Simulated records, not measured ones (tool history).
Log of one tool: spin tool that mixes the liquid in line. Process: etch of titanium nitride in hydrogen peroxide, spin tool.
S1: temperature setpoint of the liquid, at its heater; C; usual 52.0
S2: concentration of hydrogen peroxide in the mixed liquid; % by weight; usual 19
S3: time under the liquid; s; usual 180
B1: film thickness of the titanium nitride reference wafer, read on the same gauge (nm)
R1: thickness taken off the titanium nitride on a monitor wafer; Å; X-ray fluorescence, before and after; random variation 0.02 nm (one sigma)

run	hour	S1	S2	S3	B1	R1
1	0.0	52.0	19	180	29.99	44.7
# hour 0.8: gauge calibrated
2	10.7	52.0	19	180	30.01	45.1
3	49.5	52.0	19	180	29.99	44.6
4	67.5	52.0	19	180	29.99	44.8
5	83.2	52.0	19	180	30.01	44.2
6	121.7	52.0	19	180	30.01	44.3
7	133.0	52.0	19	180	29.98	44.5
8	145.8	61.5	19	285	29.98	136.8
9	159.5	52.0	19	180	29.98	44.5
10	167.7	52.0	19	180	30.01	44.1
# hour 175.2: thermometer replaced
# hour 179.0: peroxide flow meter replaced
11	180.9	48.5	17	280	30.00	52.4
12	189.7	52.0	19	180	30.03	44.1
13	201.3	61.5	15	115	30.02	52.1
# hour 204.7: heated supply line repaired
14	218.5	52.0	19	180	29.99	50.7
15	228.0	49.0	24	230	29.98	54.9
16	241.7	52.0	21	180	29.99	51.7

Run 17 comes next. What will it give?
# hour 250.0: new drum of peroxide connected
17	254.8	52.0	19	180	?	?

B1: 30.01
R1: 50.6 Å
Without the tool's hidden state the same run would have given R1 50.8 Å.
